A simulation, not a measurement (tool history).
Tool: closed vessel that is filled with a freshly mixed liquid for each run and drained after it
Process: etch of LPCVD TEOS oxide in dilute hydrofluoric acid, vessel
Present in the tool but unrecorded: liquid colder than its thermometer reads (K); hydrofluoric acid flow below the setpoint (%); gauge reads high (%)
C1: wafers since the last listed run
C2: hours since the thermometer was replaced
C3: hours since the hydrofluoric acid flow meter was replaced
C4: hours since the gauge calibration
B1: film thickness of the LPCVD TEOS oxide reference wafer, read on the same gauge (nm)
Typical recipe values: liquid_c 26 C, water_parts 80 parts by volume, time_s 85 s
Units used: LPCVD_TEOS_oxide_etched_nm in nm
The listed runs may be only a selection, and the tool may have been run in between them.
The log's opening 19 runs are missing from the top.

{"run": 20, "hour": 460.0, "liquid_c": 26, "water_parts": 100, "time_s": 110, "C1": 3229, "C2": 232.2, "C3": 888.8, "C4": 181.4, "B1": 79.99, "LPCVD_TEOS_oxide_etched_nm": 28.03}
{"run": 21, "hour": 485.1, "liquid_c": 26, "water_parts": 80, "time_s": 85, "C1": 2427, "C2": 257.3, "C3": 913.9, "C4": 206.5, "B1": 80, "LPCVD_TEOS_oxide_etched_nm": 28.06}
{"run": 22, "hour": 497.6, "liquid_c": 21.5, "water_parts": 95, "time_s": 50, "C1": 1208, "C2": 269.8, "C3": 926.4, "C4": 219, "B1": 79.99, "LPCVD_TEOS_oxide_etched_nm": 11.25}
{"run": 23, "hour": 512.2, "liquid_c": 26, "water_parts": 80, "time_s": 85, "C1": 1411, "C2": 284.4, "C3": 941, "C4": 233.6, "B1": 80, "LPCVD_TEOS_oxide_etched_nm": 28.09}
{"run": 24, "hour": 528.8, "liquid_c": 31, "water_parts": 80, "time_s": 125, "C1": 1605, "C2": 301, "C3": 957.6, "C4": 250.2, "B1": 80.01, "LPCVD_TEOS_oxide_etched_nm": 49.94}
{"hour": 563.0, "done": "hydrofluoric acid flow meter replaced"}
{"run": 25, "hour": 628.6, "liquid_c": 26, "water_parts": 80, "time_s": 85, "C1": 9554, "C2": 400.8, "C3": 65.6, "C4": 350, "B1": 79.99, "LPCVD_TEOS_oxide_etched_nm": 28.46}
{"run": 26, "hour": 654.1, "liquid_c": 26, "water_parts": 80, "time_s": 85, "C1": 2465, "C2": 426.3, "C3": 91.1, "C4": 375.5, "B1": 80.02, "LPCVD_TEOS_oxide_etched_nm": 28.53}
{"run": 27, "hour": 688.4, "liquid_c": 26, "water_parts": 40, "time_s": 70, "C1": 3316, "C2": 460.6, "C3": 125.4, "C4": 409.8, "B1": 79.99, "LPCVD_TEOS_oxide_etched_nm": 49.54}
{"run": 28, "hour": 712.3, "liquid_c": 26, "water_parts": 80, "time_s": 85, "C1": 2311, "C2": 484.5, "C3": 149.3, "C4": 433.7, "B1": 79.98, "LPCVD_TEOS_oxide_etched_nm": 28.49}
{"run": 29, "hour": 737.4, "liquid_c": 26, "water_parts": 105, "time_s": 115, "C1": 2427, "C2": 509.6, "C3": 174.4, "C4": 458.8, "B1": 79.98, "LPCVD_TEOS_oxide_etched_nm": 28.52}
{"run": 30, "hour": 755.9, "liquid_c": 26, "water_parts": 80, "time_s": 85, "C1": 1788, "C2": 528.1, "C3": 192.9, "C4": 477.3, "B1": 80, "LPCVD_TEOS_oxide_etched_nm": 28.37}
{"run": 31, "hour": 789.3, "liquid_c": 22.5, "water_parts": 80, "time_s": 85, "C1": 3229, "C2": 561.5, "C3": 226.3, "C4": 510.7, "B1": 79.98, "LPCVD_TEOS_oxide_etched_nm": 24.82}
{"run": 32, "hour": 808.3, "liquid_c": 26, "water_parts": 90, "time_s": 85, "C1": 1837, "C2": 580.5, "C3": 245.3, "C4": 529.7, "B1": 80, "LPCVD_TEOS_oxide_etched_nm": 24.8}

Predict each of these 5 candidate next runs independently; none follows another, all start after run 32:
{"run": "A", "hour": 809.0, "liquid_c": 26, "water_parts": 100, "time_s": 85, "C1": 67, "C2": 581.2, "C3": 246, "C4": 530.4, "B1": "?", "LPCVD_TEOS_oxide_etched_nm": "?"}
{"run": "B", "hour": 809.0, "liquid_c": 26, "water_parts": 95, "time_s": 35, "C1": 67, "C2": 581.2, "C3": 246, "C4": 530.4, "B1": "?", "LPCVD_TEOS_oxide_etched_nm": "?"}
{"run": "C", "hour": 809.0, "liquid_c": 23, "water_parts": 80, "time_s": 100, "C1": 67, "C2": 581.2, "C3": 246, "C4": 530.4, "B1": "?", "LPCVD_TEOS_oxide_etched_nm": "?"}
{"run": "D", "hour": 809.0, "liquid_c": 28, "water_parts": 80, "time_s": 65, "C1": 67, "C2": 581.2, "C3": 246, "C4": 530.4, "B1": "?", "LPCVD_TEOS_oxide_etched_nm": "?"}
{"run": "E", "hour": 809.0, "liquid_c": 27.5, "water_parts": 105, "time_s": 100, "C1": 67, "C2": 581.2, "C3": 246, "C4": 530.4, "B1": "?", "LPCVD_TEOS_oxide_etched_nm": "?"}

run=A B1=80 LPCVD_TEOS_oxide_etched_nm=22.07
run=B B1=80 LPCVD_TEOS_oxide_etched_nm=9.63
run=C B1=80 LPCVD_TEOS_oxide_etched_nm=29.55
run=D B1=80 LPCVD_TEOS_oxide_etched_nm=23.42
run=E B1=80 LPCVD_TEOS_oxide_etched_nm=26.03
Take away the tool's hidden state, keep each run's random variation, and the runs would have read:
run=A LPCVD_TEOS_oxide_etched_nm=22.25
run=B LPCVD_TEOS_oxide_etched_nm=9.7
run=C LPCVD_TEOS_oxide_etched_nm=29.78
run=D LPCVD_TEOS_oxide_etched_nm=23.61
run=E LPCVD_TEOS_oxide_etched_nm=26.24
